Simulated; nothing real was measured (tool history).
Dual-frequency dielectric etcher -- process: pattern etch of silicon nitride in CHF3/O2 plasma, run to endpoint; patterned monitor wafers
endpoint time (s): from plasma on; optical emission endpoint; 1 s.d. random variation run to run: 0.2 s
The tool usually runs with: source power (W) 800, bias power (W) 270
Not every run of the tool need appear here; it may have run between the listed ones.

run,hour,source power (W),bias power (W),"incoming incoming film thickness, nm",endpoint time (s)
1,0.0,800,292,77.3,40.6
2,9.7,800,270,76.9,42.0
3,19.7,800,270,77.8,42.7
4,32.4,800,270,77.6,42.3
5,48.5,800,270,77.5,41.6
6,64.4,800,270,77.8,42.2
7,74.9,800,270,78.9,43.1
# hour 79.5: bias power generator calibrated
# hour 107.3: upper electrode replaced
# hour 111.3: wet clean of the chamber
8,111.8,800,270,77.7,42.1

What will run 9 give?
9,112.2,700,204,78.6,?

{"run 9": {"endpoint time (s)": 48.4}}
On a tool with no hidden condition, and with the same random variation, this run would have come out at endpoint time (s) 48.4.

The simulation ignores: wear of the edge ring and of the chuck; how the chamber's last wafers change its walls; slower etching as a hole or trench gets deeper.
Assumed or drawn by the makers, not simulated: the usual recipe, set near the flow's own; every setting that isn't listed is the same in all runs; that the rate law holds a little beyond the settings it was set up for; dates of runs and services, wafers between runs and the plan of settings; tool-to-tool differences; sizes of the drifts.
